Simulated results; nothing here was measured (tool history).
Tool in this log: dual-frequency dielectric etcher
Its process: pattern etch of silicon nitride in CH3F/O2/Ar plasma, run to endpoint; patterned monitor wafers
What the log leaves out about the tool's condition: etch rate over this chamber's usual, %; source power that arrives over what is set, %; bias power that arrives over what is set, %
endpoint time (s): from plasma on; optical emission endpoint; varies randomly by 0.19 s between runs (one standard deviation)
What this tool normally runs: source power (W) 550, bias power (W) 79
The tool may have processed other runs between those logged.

run,hour,source power (W),bias power (W),wafers since the last listed run,hours since the last wet clean,hours since the last source power generator calibration,hours since the last bias power generator calibration,hours since the last upper electrode change,"incoming incoming film thickness, nm",endpoint time (s)
1,0.0,660,79,0,71.7,2605.5,2645.6,4003.3,42.81,48.4
2,25.7,660,79,182,97.4,2631.2,2671.3,4029.0,42.71,48.4
3,50.8,550,79,177,122.5,2656.3,2696.4,4054.1,43.23,52.8
4,65.8,550,79,106,137.5,2671.3,2711.4,4069.1,42.46,51.9
5,92.9,550,79,192,164.6,2698.4,2738.5,4096.2,43.48,53.3
6,120.0,550,64,192,191.7,2725.5,2765.6,4123.3,43.02,55.4
7,151.6,550,64,224,223.3,2757.1,2797.2,4154.9,43.39,56.2
8,177.2,550,64,181,248.9,2782.7,2822.8,4180.5,43.25,56.0
# hour 206.5: bias power generator calibrated
9,212.0,550,79,218,283.7,2817.5,5.5,4215.3,43.18,53.4
10,233.5,550,68,152,305.2,2839.0,27.0,4236.8,43.29,55.7
11,255.1,550,68,153,326.8,2860.6,48.6,4258.4,43.15,55.4
12,284.9,550,79,211,356.6,2890.4,78.4,4288.2,43.24,53.6
# hour 319.9: wet clean of the chamber
13,320.7,550,79,83,0.8,2926.2,114.2,4324.0,42.71,51.8
14,344.9,550,79,171,25.0,2950.4,138.4,4348.2,42.97,52.1
15,361.1,550,79,114,41.2,2966.6,154.6,4364.4,43.41,52.9
16,392.0,650,70,219,72.1,2997.5,185.5,4395.3,42.57,49.8
# hour 409.2: source power generator calibrated
17,410.5,680,79,102,90.6,1.3,204.0,4413.8,43.41,48.1
18,432.9,650,87,158,113.0,23.7,226.4,4436.2,42.89,47.6
# hour 477.7: upper electrode replaced, of another model than before
19,478.2,670,79,150,158.3,69.0,271.7,0.5,43.12,46.5
20,482.0,430,72,26,162.1,72.8,275.5,4.3,43.25,66.8
21,517.4,650,71,250,197.5,108.2,310.9,39.7,42.64,48.9
22,539.7,490,67,158,219.8,130.5,333.2,62.0,42.63,60.8
23,571.7,610,87,226,251.8,162.5,365.2,94.0,43.02,47.7
24,594.0,550,79,158,274.1,184.8,387.5,116.3,42.85,52.3
25,607.6,550,79,96,287.7,198.4,401.1,129.9,43.53,53.5
26,632.5,650,66,176,312.6,223.3,426.0,154.8,42.92,51.0
27,653.7,650,93,150,333.8,244.5,447.2,176.0,42.67,44.2
28,679.8,440,59,185,359.9,270.6,473.3,202.1,42.93,72.0

Forecast each of these 3 alternatives for the next run:
A,680.2,490,79,2,360.3,271.0,473.7,202.5,43.04,?
B,680.2,430,61,2,360.3,271.0,473.7,202.5,43.04,?
C,680.2,590,69,2,360.3,271.0,473.7,202.5,43.04,?

run,endpoint time (s)
A,58.1
B,72.3
C,54.1
Had the tool no hidden state, the same runs would have come out as:
run,endpoint time (s)
A,56.8
B,70.7
C,52.9
